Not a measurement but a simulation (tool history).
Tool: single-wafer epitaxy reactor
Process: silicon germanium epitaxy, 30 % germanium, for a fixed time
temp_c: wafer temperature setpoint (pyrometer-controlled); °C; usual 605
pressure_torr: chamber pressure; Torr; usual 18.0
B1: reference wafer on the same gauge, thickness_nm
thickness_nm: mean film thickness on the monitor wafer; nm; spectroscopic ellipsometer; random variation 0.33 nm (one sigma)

Run 1, hour 0.0: usual settings; B1 74.971. Result: thickness_nm 57.113 nm.
Run 2, hour 32.5: usual settings but temp_c 598 °C, pressure_torr 15.8 Torr; B1 74.905. Result: thickness_nm 48.153 nm.
Run 3, hour 57.9: usual settings but temp_c 598 °C, pressure_torr 15.8 Torr; B1 75.008. Result: thickness_nm 47.898 nm.
Run 4, hour 72.5: usual settings but temp_c 598 °C, pressure_torr 15.8 Torr; B1 74.954. Result: thickness_nm 48.669 nm.
Run 5, hour 102.3: usual settings but temp_c 600 °C; B1 74.935. Result: thickness_nm 52.288 nm.
Run 6, hour 131.4: usual settings but temp_c 602 °C; B1 74.987. Result: thickness_nm 54.238 nm.
Run 7, hour 145.5: usual settings but temp_c 602 °C; B1 74.976. Result: thickness_nm 54.554 nm.
Run 8, hour 160.3: usual settings but temp_c 602 °C; B1 74.831. Result: thickness_nm 54.284 nm.
Run 9, hour 189.8: usual settings; B1 75.051. Result: thickness_nm 57.014 nm.
At hour 238.1: pyrometer calibrated.
Run 10, hour 283.5: usual settings; B1 74.957. Result: thickness_nm 64.269 nm.
Run 11, hour 318.2: usual settings; B1 75.146. Result: thickness_nm 63.484 nm.
Run 12, hour 347.4: usual settings but pressure_torr 14.9 Torr; B1 75.148. Result: thickness_nm 59.351 nm.
At hour 356.8: capacitance manometer re-zeroed and calibrated.
Run 13, hour 367.6: usual settings; B1 75.052. Result: thickness_nm 63.398 nm.
Run 14, hour 394.3: usual settings but temp_c 595 °C, pressure_torr 20.9 Torr; B1 75.005. Result: thickness_nm 56.820 nm.
Run 15, hour 427.6: usual settings; B1 74.907. Result: thickness_nm 63.920 nm.
At hour 450.9: gauge calibrated.
Run 16, hour 461.6: usual settings but temp_c 597 °C, pressure_torr 16.0 Torr; B1 75.101. Result: thickness_nm 52.603 nm.
Run 17, hour 489.2: usual settings but temp_c 593 °C, pressure_torr 16.6 Torr; B1 74.942. Result: thickness_nm 49.732 nm.
Run 18, hour 508.3: usual settings but temp_c 594 °C, pressure_torr 13.5 Torr; B1 74.994. Result: thickness_nm 46.725 nm.
Run 19, hour 522.0: usual settings but temp_c 593 °C, pressure_torr 16.6 Torr; B1 74.966. Result: thickness_nm 49.634 nm.
At hour 620.5: showerhead replaced.
Run 20, hour 621.0: usual settings; B1 74.891. Result: thickness_nm 63.739 nm.
Run 21, hour 641.7: usual settings but temp_c 599 °C, pressure_torr 22.2 Torr; B1 75.041. Result: thickness_nm 61.955 nm.
Run 22, hour 669.7: usual settings but pressure_torr 21.0 Torr; B1 75.037. Result: thickness_nm 66.990 nm.
Run 23, hour 698.4: usual settings but temp_c 618 °C, pressure_torr 21.7 Torr; B1 74.977. Result: thickness_nm 85.049 nm.
Run 24, hour 725.8: usual settings but temp_c 600 °C, pressure_torr 13.6 Torr; B1 75.072. Result: thickness_nm 51.405 nm.
Run 25, hour 748.8: usual settings but temp_c 601 °C, pressure_torr 13.5 Torr; B1 75.086. Result: thickness_nm 52.500 nm.
Run 26, hour 768.7: usual settings; B1 75.013. Result: thickness_nm 62.934 nm.
Run 27, hour 784.6: usual settings; B1 75.022. Result: thickness_nm 63.004 nm.

Forecast each of these 3 alternatives for the next run:
Run A, hour 785.0: usual settings; B1 ?. Result: thickness_nm ?.
Run B, hour 785.0: usual settings but temp_c 618 °C; B1 ?. Result: thickness_nm ?.
Run C, hour 785.0: usual settings but temp_c 596 °C, pressure_torr 22.3 Torr; B1 ?. Result: thickness_nm ?.

run      B1  thickness_nm
  A  74.951        63.309
  B  74.951        79.321
  C  74.951        58.868
Without the tool's hidden state the same runs would have given:
run  thickness_nm
  A        64.309
  B        80.538
  C        59.816
